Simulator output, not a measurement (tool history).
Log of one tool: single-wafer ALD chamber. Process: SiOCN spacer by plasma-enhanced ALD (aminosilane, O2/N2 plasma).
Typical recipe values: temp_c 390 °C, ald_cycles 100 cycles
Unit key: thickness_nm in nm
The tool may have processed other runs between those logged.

| run | hour | temp_c | ald_cycles | read-back reference wafer on the same gauge, thickness_nm | thickness_nm |
|---|---|---|---|---|---|
| 1 | 0 | 390 | 88 | 5.622 | 5.596 |
| 2 | 14.8 | 390 | 88 | 5.629 | 5.618 |
| 3 | 28.9 | 399 | 100 | 5.626 | 6.372 |
| 4 | 38.2 | 400 | 110 | 5.628 | 7.023 |
| 5 | 46.3 | 400 | 110 | 5.633 | 7.01 |
| 6 | 54.8 | 390 | 91 | 5.633 | 5.794 |
| 7 | 66.6 | 390 | 91 | 5.632 | 5.791 |
| 8 | 77.8 | 390 | 100 | 5.637 | 6.393 |
|  | 84.5 | gauge calibrated |
| 9 | 92.9 | 390 | 100 | 5.579 | 6.317 |
| 10 | 106.7 | 390 | 113 | 5.587 | 7.138 |
| 11 | 120.9 | 390 | 85 | 5.588 | 5.377 |
| 12 | 131.5 | 390 | 88 | 5.59 | 5.593 |
| 13 | 139.6 | 390 | 100 | 5.592 | 6.326 |
|  | 156.5 | thermocouple changed; heater temperature recalibrated |
| 14 | 157 | 402 | 115 | 5.597 | 7.246 |
| 15 | 166.1 | 399 | 93 | 5.6 | 5.89 |
| 16 | 177.7 | 404 | 85 | 5.6 | 5.353 |
| 17 | 189.4 | 390 | 119 | 5.597 | 7.532 |
| 18 | 202.8 | 377 | 93 | 5.604 | 5.895 |
| 19 | 215.9 | 401 | 113 | 5.61 | 7.184 |
| 20 | 231.3 | 381 | 111 | 5.611 | 7.064 |
| 21 | 243.3 | 403 | 90 | 5.612 | 5.695 |
| 22 | 250.1 | 404 | 109 | 5.616 | 6.876 |

Below are 5 alternative next runs, each starting from the tool's condition after run 22. Predict each:
| A | 250.7 | 390 | 94 | ? | ? |
| B | 250.7 | 395 | 84 | ? | ? |
| C | 250.7 | 400 | 95 | ? | ? |
| D | 250.7 | 403 | 100 | ? | ? |
| E | 250.7 | 396 | 87 | ? | ? |

| run | read-back reference wafer on the same gauge, thickness_nm | thickness_nm |
|---|---|---|
| A | 5.61 | 6 |
| B | 5.61 | 5.362 |
| C | 5.61 | 6.064 |
| D | 5.61 | 6.345 |
| E | 5.61 | 5.553 |
Stripped of hidden state, with their random variation kept, the same runs would have yielded:
| run | thickness_nm |
|---|---|
| A | 5.974 |
| B | 5.338 |
| C | 6.037 |
| D | 6.317 |
| E | 5.529 |

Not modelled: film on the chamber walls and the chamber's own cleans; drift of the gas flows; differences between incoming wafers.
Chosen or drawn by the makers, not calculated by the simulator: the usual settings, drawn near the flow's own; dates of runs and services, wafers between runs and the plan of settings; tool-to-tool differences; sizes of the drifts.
